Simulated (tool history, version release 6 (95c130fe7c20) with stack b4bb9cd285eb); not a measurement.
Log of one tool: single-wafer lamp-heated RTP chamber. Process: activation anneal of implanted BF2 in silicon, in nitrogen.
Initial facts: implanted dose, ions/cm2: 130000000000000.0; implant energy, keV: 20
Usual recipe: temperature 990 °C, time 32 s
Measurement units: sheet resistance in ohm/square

| run | day | temperature | time | wafers since the last listed run | wafers since the last pyrometer calibration | wafers since the reflector plate was cleaned | hours since the gauge calibration | read-back reference wafer on the same gauge, sheet resistance | sheet resistance |
|---|---|---|---|---|---|---|---|---|---|
| 1 | 0 | 990 | 32 | 0 | 661 | 4070 | 74.5 | 706.12 | 805.89 |
| 2 | 0.412 | 990 | 32 | 106 | 768 | 4177 | 84.4 | 706.49 | 806.29 |
| 3 | 0.983 | 1007 | 32 | 147 | 915 | 4324 | 98.1 | 705.96 | 800.51 |
| 4 | 1.546 | 1007 | 32 | 145 | 1060 | 4470 | 111.6 | 705.62 | 799.19 |
| 5 | 2.108 | 1007 | 32 | 145 | 1206 | 4615 | 125.1 | 705.61 | 799 |
| 6 | 2.525 | 990 | 32 | 107 | 1314 | 4723 | 135.1 | 706.32 | 805.67 |
| 7 | 2.954 | 990 | 32 | 110 | 1425 | 4834 | 145.4 | 705.32 | 805.29 |
|  | 3.479 | reflector plate cleaned |
| 8 | 3.5 | 990 | 32 | 54 | 1479 | 5 | 158.5 | 705.99 | 803.29 |
| 9 | 3.95 | 990 | 19 | 116 | 1596 | 121 | 169.3 | 705.91 | 808.19 |
|  | 4.321 | gauge calibrated |
| 10 | 4.467 | 990 | 32 | 133 | 1729 | 255 | 3.5 | 706.33 | 802.44 |
| 11 | 4.762 | 978 | 20 | 76 | 1806 | 331 | 10.6 | 706.08 | 811.91 |
|  | 5.288 | pyrometer window cleaned and pyrometer calibrated |
| 12 | 5.308 | 990 | 32 | 54 | 5 | 386 | 23.7 | 705.78 | 807.34 |
| 13 | 5.471 | 990 | 32 | 42 | 47 | 428 | 27.6 | 706.68 | 805.13 |
| 14 | 5.888 | 1014 | 43 | 107 | 154 | 536 | 37.6 | 706.04 | 793.08 |
| 15 | 6.367 | 961 | 20 | 123 | 278 | 660 | 49.1 | 706.21 | 829.35 |
| 16 | 6.712 | 975 | 44 | 89 | 368 | 749 | 57.4 | 706.11 | 808.77 |
| 17 | 7.312 | 1001 | 46 | 155 | 523 | 904 | 71.8 | 706.28 | 796.16 |
| 18 | 9.192 | 990 | 32 | 485 | 1009 | 1390 | 116.9 | 705.91 | 805.56 |
| 19 | 9.771 | 976 | 21 | 149 | 1158 | 1540 | 130.8 | 705.99 | 816.67 |

Consider 3 possible next runs. They are alternatives, not a sequence: every one starts from the tool as it was left by run 19. What does each give?
| A | 9.788 | 990 | 15 | 4 | 1163 | 1544 | 131.2 | ? | ? |
| B | 9.788 | 972 | 45 | 4 | 1163 | 1544 | 131.2 | ? | ? |
| C | 9.788 | 1014 | 46 | 4 | 1163 | 1544 | 131.2 | ? | ? |

| run | read-back reference wafer on the same gauge, sheet resistance | sheet resistance |
|---|---|---|
| A | 706.22 | 814.48 |
| B | 706.22 | 808.8 |
| C | 706.22 | 790.84 |
With no hidden state in the tool, these same runs would have given:
| run | sheet resistance |
|---|---|
| A | 815.92 |
| B | 810.69 |
| C | 792.4 |

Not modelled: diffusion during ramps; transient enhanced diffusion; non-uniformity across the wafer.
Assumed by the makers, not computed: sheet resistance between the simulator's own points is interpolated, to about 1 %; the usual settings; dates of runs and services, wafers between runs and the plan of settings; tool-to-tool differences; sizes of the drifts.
